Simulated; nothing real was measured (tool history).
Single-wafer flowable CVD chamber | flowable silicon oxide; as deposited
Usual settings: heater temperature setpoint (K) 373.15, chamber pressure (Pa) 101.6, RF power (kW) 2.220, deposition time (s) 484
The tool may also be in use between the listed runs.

| run | hour | heater temperature setpoint (K) | chamber pressure (Pa) | RF power (kW) | deposition time (s) | read-back reference wafer on the same gauge, thickness_nm | mean film thickness on the monitor wafer (nm) |
|---|---|---|---|---|---|---|---|
| 1 | 0.0 | 373.15 | 101.6 | 2.220 | 458 | 232.960 | 253.258 |
| 2 | 63.7 | 373.15 | 101.6 | 2.220 | 458 | 233.212 | 253.563 |
| 3 | 112.1 | 373.15 | 101.6 | 2.220 | 484 | 233.052 | 269.447 |
| 4 | 149.1 | 373.15 | 101.6 | 2.220 | 484 | 233.129 | 268.856 |
| 5 | 214.7 | 373.15 | 101.6 | 2.220 | 484 | 232.880 | 268.729 |
| 6 | 281.4 | 373.15 | 101.6 | 2.220 | 484 | 232.831 | 269.051 |
| 7 | 316.9 | 373.15 | 101.6 | 2.220 | 484 | 232.808 | 269.644 |
|  | 383.1 | RF generator calibrated |
| 8 | 387.9 | 373.15 | 101.6 | 1.785 | 554 | 233.031 | 286.442 |
| 9 | 415.3 | 382.15 | 81.5 | 2.020 | 534 | 233.125 | 178.056 |
| 10 | 483.3 | 358.15 | 88.1 | 1.910 | 410 | 233.057 | 291.838 |
| 11 | 524.8 | 373.15 | 101.6 | 2.555 | 484 | 233.070 | 276.163 |
|  | 542.6 | showerhead replaced |
| 12 | 566.0 | 384.15 | 76.4 | 2.220 | 458 | 233.016 | 139.084 |
| 13 | 597.9 | 360.15 | 115.9 | 2.220 | 484 | 233.044 | 445.629 |
| 14 | 644.1 | 361.15 | 93.1 | 2.220 | 563 | 233.259 | 407.212 |
| 15 | 739.4 | 380.15 | 109.6 | 2.220 | 451 | 232.820 | 220.249 |
| 16 | 769.4 | 373.15 | 101.6 | 2.220 | 484 | 233.022 | 268.858 |
| 17 | 830.4 | 373.15 | 101.6 | 2.220 | 484 | 233.277 | 267.971 |
|  | 877.1 | capacitance manometer re-zeroed and calibrated |
| 18 | 885.0 | 373.15 | 121.2 | 2.220 | 393 | 232.818 | 261.361 |
| 19 | 942.9 | 373.15 | 101.6 | 2.045 | 484 | 232.993 | 262.962 |
| 20 | 976.4 | 373.15 | 101.6 | 2.220 | 484 | 232.819 | 268.944 |
| 21 | 1014.5 | 384.15 | 115.3 | 2.395 | 484 | 232.735 | 223.300 |
| 22 | 1076.4 | 364.15 | 101.6 | 2.220 | 484 | 233.037 | 352.437 |
| 23 | 1140.1 | 373.15 | 101.6 | 2.220 | 523 | 232.806 | 291.551 |
| 24 | 1170.1 | 373.15 | 81.3 | 2.220 | 484 | 232.915 | 217.447 |
|  | 1186.2 | RF generator calibrated |
| 25 | 1206.5 | 373.15 | 87.9 | 2.380 | 484 | 232.983 | 236.112 |
| 26 | 1268.5 | 360.15 | 111.7 | 2.220 | 456 | 233.091 | 403.603 |
| 27 | 1305.1 | 365.15 | 86.3 | 2.220 | 421 | 232.901 | 251.931 |
| 28 | 1337.5 | 364.15 | 101.6 | 2.220 | 422 | 233.080 | 304.756 |

Forecast each of these 4 alternatives for the next run:
| A | 1338.0 | 373.15 | 101.6 | 2.220 | 484 | ? | ? |
| B | 1338.0 | 383.15 | 85.5 | 2.220 | 454 | ? | ? |
| C | 1338.0 | 373.15 | 125.2 | 2.220 | 484 | ? | ? |
| D | 1338.0 | 386.15 | 101.6 | 2.220 | 440 | ? | ? |

| run | read-back reference wafer on the same gauge, thickness_nm | mean film thickness on the monitor wafer (nm) |
|---|---|---|
| A | 232.849 | 268.350 |
| B | 232.849 | 157.792 |
| C | 232.849 | 330.558 |
| D | 232.849 | 167.066 |
Without the tool's hidden state the same runs would have given:
| run | mean film thickness on the monitor wafer (nm) |
|---|---|
| A | 268.350 |
| B | 157.792 |
| C | 330.558 |
| D | 167.066 |
